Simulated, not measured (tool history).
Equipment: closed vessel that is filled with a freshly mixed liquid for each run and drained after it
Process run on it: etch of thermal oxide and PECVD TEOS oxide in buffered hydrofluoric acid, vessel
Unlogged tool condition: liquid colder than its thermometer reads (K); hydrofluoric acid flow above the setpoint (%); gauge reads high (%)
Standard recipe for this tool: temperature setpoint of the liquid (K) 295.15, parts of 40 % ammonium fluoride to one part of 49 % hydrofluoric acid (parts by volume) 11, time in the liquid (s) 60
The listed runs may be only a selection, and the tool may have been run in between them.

| run | hour | temperature setpoint of the liquid (K) | parts of 40 % ammonium fluoride to one part of 49 % hydrofluoric acid (parts by volume) | time in the liquid (s) | wafers since the last listed run | hours since the thermometer was replaced | hours since the hydrofluoric acid flow meter was replaced | hours since the gauge calibration | read-back film thickness of the thermal oxide reference wafer, read on the same gauge (nm) | read-back film thickness of the PECVD TEOS oxide reference wafer, read on the same gauge (nm) | thickness taken off the thermal oxide on a monitor wafer (angstrom) | thickness taken off the PECVD TEOS oxide on a monitor wafer (angstrom) |
|---|---|---|---|---|---|---|---|---|---|---|---|---|
| 1 | 0 | 295.15 | 11 | 60 | 0 | 1876.3 | 1323.1 | 156.5 | 50.02 | 60.01 | 618.2 | 1160.7 |
| 2 | 23.8 | 295.15 | 11 | 60 | 1991 | 1900.1 | 1346.9 | 180.3 | 49.98 | 60.01 | 610.7 | 1155.1 |
| 3 | 50.3 | 296.65 | 11 | 60 | 2217 | 1926.6 | 1373.4 | 206.8 | 50.02 | 59.98 | 670 | 1242.3 |
| 4 | 86.2 | 296.65 | 11 | 60 | 3004 | 1962.5 | 1409.3 | 242.7 | 49.99 | 60.01 | 664.8 | 1254.3 |
| 5 | 107.6 | 295.15 | 11 | 60 | 1790 | 1983.9 | 1430.7 | 264.1 | 50.01 | 60 | 616 | 1145.5 |
| 6 | 127.1 | 295.15 | 11 | 60 | 1631 | 2003.4 | 1450.2 | 283.6 | 50.01 | 59.98 | 622.2 | 1152.6 |
| 7 | 157.3 | 292.15 | 11 | 60 | 2527 | 2033.6 | 1480.4 | 313.8 | 49.98 | 60 | 519.1 | 973.4 |
|  | 176.3 | thermometer replaced |
| 8 | 179 | 295.15 | 11 | 60 | 1732 | 2.7 | 1502.1 | 335.5 | 50.01 | 60.02 | 651.6 | 1213.6 |
| 9 | 209 | 295.15 | 11 | 40 | 2510 | 32.7 | 1532.1 | 365.5 | 50.02 | 60 | 436.4 | 813.3 |
| 10 | 241.2 | 295.15 | 11 | 40 | 2694 | 64.9 | 1564.3 | 397.7 | 50 | 60 | 433.7 | 817.1 |
| 11 | 263.2 | 295.15 | 11 | 40 | 1840 | 86.9 | 1586.3 | 419.7 | 50.01 | 59.98 | 435.5 | 810.2 |
| 12 | 286.7 | 295.15 | 13 | 60 | 1966 | 110.4 | 1609.8 | 443.2 | 50.01 | 60.01 | 555.9 | 1025.4 |
| 13 | 316 | 297.15 | 11 | 60 | 2451 | 139.7 | 1639.1 | 472.5 | 49.98 | 59.99 | 728.2 | 1370.4 |
|  | 321.1 | hydrofluoric acid flow meter replaced |
| 14 | 333.2 | 293.65 | 13 | 40 | 1355 | 156.9 | 12.1 | 489.7 | 50.03 | 60 | 313.6 | 593.3 |
| 15 | 365.6 | 295.15 | 8.5 | 60 | 2711 | 189.3 | 44.5 | 522.1 | 50.01 | 60 | 754.8 | 1383.6 |
| 16 | 395.7 | 295.15 | 11 | 80 | 2518 | 219.4 | 74.6 | 552.2 | 49.99 | 60.01 | 804.1 | 1496 |
| 17 | 424.5 | 292.15 | 11 | 60 | 2409 | 248.2 | 103.4 | 581 | 50 | 60.01 | 509.4 | 955.5 |
| 18 | 446.1 | 295.15 | 11 | 60 | 1807 | 269.8 | 125 | 602.6 | 50.01 | 60.01 | 605.3 | 1124.1 |
|  | 470.6 | gauge calibrated |
| 19 | 472 | 297.65 | 12.5 | 90 | 2167 | 295.7 | 150.9 | 1.4 | 49.98 | 60 | 918.8 | 1710.5 |
| 20 | 512.5 | 300.15 | 11 | 90 | 3388 | 336.2 | 191.4 | 41.9 | 50.02 | 59.99 | 1190.7 | 2209.9 |
| 21 | 532.1 | 295.15 | 11 | 35 | 1640 | 355.8 | 211 | 61.5 | 50 | 59.97 | 352.7 | 664.7 |
| 22 | 547.6 | 295.15 | 13.5 | 60 | 1297 | 371.3 | 226.5 | 77 | 49.99 | 60.01 | 496.4 | 935.5 |
| 23 | 559.9 | 292.65 | 15.5 | 60 | 1029 | 383.6 | 238.8 | 89.3 | 50 | 60 | 376.1 | 704.6 |
| 24 | 588.1 | 295.15 | 11 | 45 | 2359 | 411.8 | 267 | 117.5 | 49.96 | 59.97 | 457.8 | 853.5 |
| 25 | 615 | 290.65 | 9 | 30 | 2250 | 438.7 | 293.9 | 144.4 | 50 | 59.97 | 276.9 | 519 |

Consider 5 possible next runs. They are alternatives, not a sequence: every one starts from the tool as it was left by run 25. What does each give?
| A | 615.7 | 299.15 | 11 | 60 | 58 | 439.4 | 294.6 | 145.1 | ? | ? | ? | ? |
| B | 615.7 | 295.15 | 9 | 60 | 58 | 439.4 | 294.6 | 145.1 | ? | ? | ? | ? |
| C | 615.7 | 291.15 | 13.5 | 35 | 58 | 439.4 | 294.6 | 145.1 | ? | ? | ? | ? |
| D | 615.7 | 292.65 | 7.5 | 75 | 58 | 439.4 | 294.6 | 145.1 | ? | ? | ? | ? |
| E | 615.7 | 290.65 | 11 | 60 | 58 | 439.4 | 294.6 | 145.1 | ? | ? | ? | ? |

| run | read-back film thickness of the thermal oxide reference wafer, read on the same gauge (nm) | read-back film thickness of the PECVD TEOS oxide reference wafer, read on the same gauge (nm) | thickness taken off the thermal oxide on a monitor wafer (angstrom) | thickness taken off the PECVD TEOS oxide on a monitor wafer (angstrom) |
|---|---|---|---|---|
| A | 50.01 | 60.01 | 752.7 | 1416.9 |
| B | 50.01 | 60.01 | 711 | 1338.4 |
| C | 50.01 | 60.01 | 230.7 | 434.4 |
| D | 50.01 | 60.01 | 941.8 | 1773 |
| E | 50.01 | 60.01 | 469.7 | 884.3 |
With the hidden condition removed and each run's random variation left untouched, the same runs would have given:
| run | thickness taken off the thermal oxide on a monitor wafer (angstrom) | thickness taken off the PECVD TEOS oxide on a monitor wafer (angstrom) |
|---|---|---|
| A | 748.4 | 1408.9 |
| B | 705.5 | 1328.1 |
| C | 229.6 | 432.2 |
| D | 935 | 1760.2 |
| E | 467.5 | 880 |

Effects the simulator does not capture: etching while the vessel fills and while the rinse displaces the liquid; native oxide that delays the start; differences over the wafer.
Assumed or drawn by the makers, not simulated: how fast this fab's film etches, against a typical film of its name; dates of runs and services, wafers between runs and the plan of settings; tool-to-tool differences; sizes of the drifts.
